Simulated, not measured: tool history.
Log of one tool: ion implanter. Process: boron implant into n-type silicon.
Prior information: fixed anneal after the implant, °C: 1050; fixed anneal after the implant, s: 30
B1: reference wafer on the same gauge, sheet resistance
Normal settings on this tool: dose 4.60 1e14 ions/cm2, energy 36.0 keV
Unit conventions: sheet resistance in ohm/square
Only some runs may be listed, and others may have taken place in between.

run 1 day=0.000 | dose=4.60 energy=36.0 | B1=206.86 | sheet_resistance=205.76
run 2 day=1.492 | dose=4.60 energy=36.0 | B1=207.03 | sheet_resistance=206.05
run 3 day=2.450 | dose=4.60 energy=36.0 | B1=206.97 | sheet_resistance=204.93
run 4 day=3.254 | dose=4.60 energy=36.0 | B1=206.96 | sheet_resistance=206.28
run 5 day=4.617 | dose=4.60 energy=36.0 | B1=207.04 | sheet_resistance=205.74
run 6 day=5.733 | dose=4.60 energy=36.0 | B1=207.02 | sheet_resistance=207.69
run 7 day=6.667 | dose=4.60 energy=36.0 | B1=206.99 | sheet_resistance=207.31
run 8 day=7.675 | dose=4.60 energy=36.0 | B1=207.12 | sheet_resistance=207.63
-- day=7.779 gauge calibrated
run 9 day=9.354 | dose=4.60 energy=36.0 | B1=206.95 | sheet_resistance=207.94
run 10 day=9.867 | dose=5.01 energy=36.0 | B1=207.08 | sheet_resistance=192.18
run 11 day=11.129 | dose=5.01 energy=36.0 | B1=207.07 | sheet_resistance=193.48
-- day=11.512 Faraday cup replaced and dose calibrated
run 12 day=12.158 | dose=5.26 energy=26.5 | B1=207.05 | sheet_resistance=185.54
run 13 day=13.225 | dose=3.76 energy=40.0 | B1=207.04 | sheet_resistance=235.03
run 14 day=14.167 | dose=5.79 energy=23.5 | B1=206.98 | sheet_resistance=173.58
run 15 day=14.821 | dose=4.60 energy=36.0 | B1=207.00 | sheet_resistance=198.94
-- day=15.196 extraction supply calibrated
run 16 day=16.308 | dose=4.60 energy=36.0 | B1=207.06 | sheet_resistance=201.97
run 17 day=17.804 | dose=5.79 energy=23.5 | B1=207.04 | sheet_resistance=174.10
run 18 day=19.154 | dose=4.60 energy=43.5 | B1=207.02 | sheet_resistance=197.13
-- day=19.192 gauge calibrated
run 19 day=19.771 | dose=5.29 energy=32.5 | B1=206.82 | sheet_resistance=180.54
run 20 day=20.838 | dose=5.61 energy=42.0 | B1=207.04 | sheet_resistance=166.14
run 21 day=22.067 | dose=5.30 energy=30.5 | B1=207.00 | sheet_resistance=180.24
run 22 day=22.692 | dose=5.78 energy=44.5 | B1=207.00 | sheet_resistance=161.62

What if the next run were any one of these 3? Each begins from the tool's condition after run 22:
run A day=22.708 | dose=4.60 energy=36.0 | B1=? | sheet_resistance=?
run B day=22.708 | dose=4.60 energy=26.5 | B1=? | sheet_resistance=?
run C day=22.708 | dose=5.76 energy=36.0 | B1=? | sheet_resistance=?

run=A B1=207.10 sheet_resistance=200.56
run=B B1=207.10 sheet_resistance=207.49
run=C B1=207.10 sheet_resistance=166.15
With the hidden condition removed and each run's random variation left untouched, the same runs would have given:
run=A sheet_resistance=199.74
run=B sheet_resistance=206.65
run=C sheet_resistance=165.48
